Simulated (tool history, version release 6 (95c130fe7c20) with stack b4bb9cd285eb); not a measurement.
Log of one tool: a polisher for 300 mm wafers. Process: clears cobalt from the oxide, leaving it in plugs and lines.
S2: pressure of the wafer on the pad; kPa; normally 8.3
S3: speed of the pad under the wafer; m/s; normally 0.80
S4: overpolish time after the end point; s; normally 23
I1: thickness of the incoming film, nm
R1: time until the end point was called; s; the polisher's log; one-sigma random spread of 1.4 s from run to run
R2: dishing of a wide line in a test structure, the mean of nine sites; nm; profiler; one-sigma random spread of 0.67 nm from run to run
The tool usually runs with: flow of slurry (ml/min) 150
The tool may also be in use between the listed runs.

Run 1, hour 0.0: usual settings but S3 0.96 m/s; I1 283.3. Result: R1 115.6 s, R2 36.2 nm.
Run 2, hour 70.3: usual settings but S3 0.64 m/s; I1 284.5. Result: R1 170.7 s, R2 29.3 nm.
Run 3, hour 113.1: usual settings but S3 0.64 m/s; I1 288.0. Result: R1 174.7 s, R2 29.6 nm.
Run 4, hour 140.4: usual settings but S3 0.72 m/s; I1 290.3. Result: R1 160.1 s, R2 31.4 nm.
At hour 168.9: worn pad replaced by a new one.
Run 5, hour 193.7: usual settings but S3 0.72 m/s; I1 280.6. Result: R1 148.4 s, R2 31.7 nm.
At hour 254.3: slurry nozzle cleaned.
At hour 339.7: worn pad replaced by a new one.
Run 6, hour 397.6: usual settings but S3 0.72 m/s; I1 288.4. Result: R1 157.0 s, R2 31.8 nm.
At hour 420.9: head pressure recalibrated.
Run 7, hour 433.1: usual settings but S2 6.9 kPa; I1 285.3. Result: R1 163.1 s, R2 30.4 nm.
Run 8, hour 468.5: usual settings but S3 0.88 m/s; I1 285.6. Result: R1 128.0 s, R2 35.4 nm.
At hour 490.9: slurry nozzle cleaned.
Run 9, hour 499.1: usual settings but S2 9.7 kPa, S3 0.88 m/s; I1 280.1. Result: R1 107.6 s, R2 38.2 nm.
Run 10, hour 535.5: usual settings but S2 6.9 kPa; I1 286.2. Result: R1 163.7 s, R2 29.8 nm.
At hour 561.3: worn pad replaced by a new one.
Run 11, hour 570.6: usual settings but S2 6.9 kPa, S3 0.58 m/s, S4 14 s; I1 285.4. Result: R1 223.2 s, R2 16.1 nm.
Run 12, hour 612.5: usual settings but flow of slurry (ml/min) 110, S2 10.3 kPa, S3 0.56 m/s; I1 284.4. Result: R1 169.9 s, R2 28.5 nm.
Run 13, hour 667.2: usual settings but flow of slurry (ml/min) 165, S2 7.6 kPa, S3 0.98 m/s; I1 282.5. Result: R1 118.3 s, R2 36.7 nm.
Run 14, hour 714.6: usual settings but flow of slurry (ml/min) 165, S2 7.6 kPa, S4 30 s; I1 279.5. Result: R1 146.3 s, R2 37.6 nm.
At hour 738.5: worn pad replaced by a new one.
Run 15, hour 744.3: usual settings; I1 283.7. Result: R1 134.7 s, R2 33.8 nm.

Below are 5 alternative next runs, each starting from the tool's condition after run 15. Predict each:
Run A, hour 744.8: usual settings; I1 284.8. Result: R1 ?, R2 ?.
Run B, hour 744.8: usual settings but flow of slurry (ml/min) 135, S3 1.04 m/s; I1 284.8. Result: R1 ?, R2 ?.
Run C, hour 744.8: usual settings but flow of slurry (ml/min) 200, S4 34 s; I1 284.8. Result: R1 ?, R2 ?.
Run D, hour 744.8: usual settings but flow of slurry (ml/min) 115; I1 284.8. Result: R1 ?, R2 ?.
Run E, hour 744.8: usual settings but S3 0.60 m/s; I1 284.8. Result: R1 ?, R2 ?.

run     R1    R2
  A  139.8  32.7
  B  109.8  37.7
  C  133.4  42.1
  D  148.2  31.4
  E  186.4  26.9
With the hidden condition removed and each run's random variation left untouched, the same runs would have given:
run     R1    R2
  A  139.8  32.7
  B  109.8  37.7
  C  133.4  42.1
  D  148.2  31.4
  E  186.4  26.9
